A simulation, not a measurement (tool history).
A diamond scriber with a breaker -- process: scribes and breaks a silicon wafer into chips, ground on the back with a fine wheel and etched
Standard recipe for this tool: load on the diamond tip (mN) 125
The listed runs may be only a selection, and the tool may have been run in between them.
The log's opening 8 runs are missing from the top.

run,hour,load on the diamond tip (mN),"incoming depth of the damage left on the back of the incoming wafer, um",depth of the median crack under the scribed line (um),chips rejected at inspection after the break (%)
9,280.4,125,0.59,10.14,1.31
10,316.3,125,0.76,10.11,1.07
11,346.1,125,0.69,10.15,1.05
12,376.4,125,0.71,10.12,1.13
13,408.0,125,0.46,10.04,1.19
14,431.5,125,0.55,10.17,1.16
15,464.4,154,0.48,12.12,5.78
16,491.2,154,0.33,12.15,5.84
17,509.0,154,0.70,12.13,6.13
18,528.8,125,0.59,10.24,1.22
19,559.7,125,0.64,10.08,1.29
20,650.9,105,0.33,8.82,2.68
21,678.2,101,0.31,8.56,3.76
22,701.5,135,0.30,10.88,2.42
# hour 716.4: diamond tip replaced by a new one
23,725.3,99,0.75,8.34,4.42
24,750.0,89,0.59,7.51,9.09
25,774.7,148,0.70,11.92,5.47
# hour 811.1: load on the tip recalibrated
26,827.1,137,0.31,10.60,1.65
27,849.4,125,0.41,9.76,1.03
28,876.5,141,0.39,10.72,2.27
29,889.2,125,0.57,9.75,1.15
30,913.4,109,0.61,8.70,2.55

Run 31 is up next; what results do you expect?
31,928.6,149,0.36,?,?

depth of the median crack under the scribed line (um): 11.32
chips rejected at inspection after the break (%): 3.63
Minus the tool's unlogged condition, the same run would have read depth of the median crack under the scribed line (um) 11.32, chips rejected at inspection after the break (%) 3.63.
